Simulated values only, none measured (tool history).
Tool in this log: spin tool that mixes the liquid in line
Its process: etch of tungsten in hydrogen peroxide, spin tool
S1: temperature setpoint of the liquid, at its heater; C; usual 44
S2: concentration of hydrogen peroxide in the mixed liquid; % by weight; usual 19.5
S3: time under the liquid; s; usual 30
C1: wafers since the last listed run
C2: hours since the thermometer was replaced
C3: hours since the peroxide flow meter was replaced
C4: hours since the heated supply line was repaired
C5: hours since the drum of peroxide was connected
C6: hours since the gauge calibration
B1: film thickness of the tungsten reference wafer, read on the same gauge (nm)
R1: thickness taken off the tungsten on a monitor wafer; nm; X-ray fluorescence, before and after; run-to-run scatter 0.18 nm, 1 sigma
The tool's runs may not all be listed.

run	hour	S1	S2	S3	C1	C2	C3	C4	C5	C6	B1	R1
1	0	44	19.5	30	0	2301.6	543	2493.8	469.4	123.9	29.96	62.39
2	13.9	44	19.5	30	157	2315.5	556.9	2507.7	483.3	137.8	30.01	62.08
3	30.3	44	19.5	40	186	2331.9	573.3	2524.1	499.7	154.2	30	83.3
4	47.7	44	19.5	40	197	2349.3	590.7	2541.5	517.1	171.6	30.01	83
5	56.7	40	19.5	30	102	2358.3	599.7	2550.5	526.1	180.6	29.99	48.34
6	64.8	40	19.5	30	92	2366.4	607.8	2558.6	534.2	188.7	30.05	48.41
# hour 68.4: heated supply line repaired
# hour 77.7: gauge calibrated
7	77.7	44	23.5	30	135	2379.3	620.7	9.3	547.1	0	30.06	68.26
8	91.5	44	17	30	156	2393.1	634.5	23.1	560.9	13.8	30.02	58.44
9	106.9	44	17	30	174	2408.5	649.9	38.5	576.3	29.2	30.02	58.31
10	120.8	36	21	45	157	2422.4	663.8	52.4	590.2	43.1	30.01	58.86
11	132.3	44	19.5	40	130	2433.9	675.3	63.9	601.7	54.6	30.03	83.74
# hour 138.7: peroxide flow meter replaced
# hour 139.8: thermometer replaced
12	140.3	44	15.5	30	68	0.5	1.6	71.9	609.7	62.6	29.97	47.07
# hour 143.8: new drum of peroxide connected
13	151.7	47	19.5	15	118	11.9	13	83.3	7.9	74	29.98	31.84
14	172.5	40	14.5	30	236	32.7	33.8	104.1	28.7	94.8	30.04	35.29
15	180.6	44	19.5	30	92	40.8	41.9	112.2	36.8	102.9	29.99	52.84
16	187.5	49.5	24	30	78	47.7	48.8	119.1	43.7	109.8	30.02	82.92

Measured result minus the same run's result without the hidden state. Both carry the same run-to-run variation, though not necessarily the same gauge scatter:
The tool's hidden condition here consists of: liquid hotter than its thermometer reads (K); peroxide flow above the setpoint (%); temperature lost on the way to the wafer (K); peroxide weaker than its label (%); gauge reads high (%).
run	R1
1	+10.17
2	+10.15
3	+13.71
4	+13.75
5	+8.22
6	+8.26
7	+11.45
8	+9.86
9	+9.87
10	+10.5
11	+14.31
12	+0.65
13	+0.45
14	+0.57
15	+0.86
16	+1.36
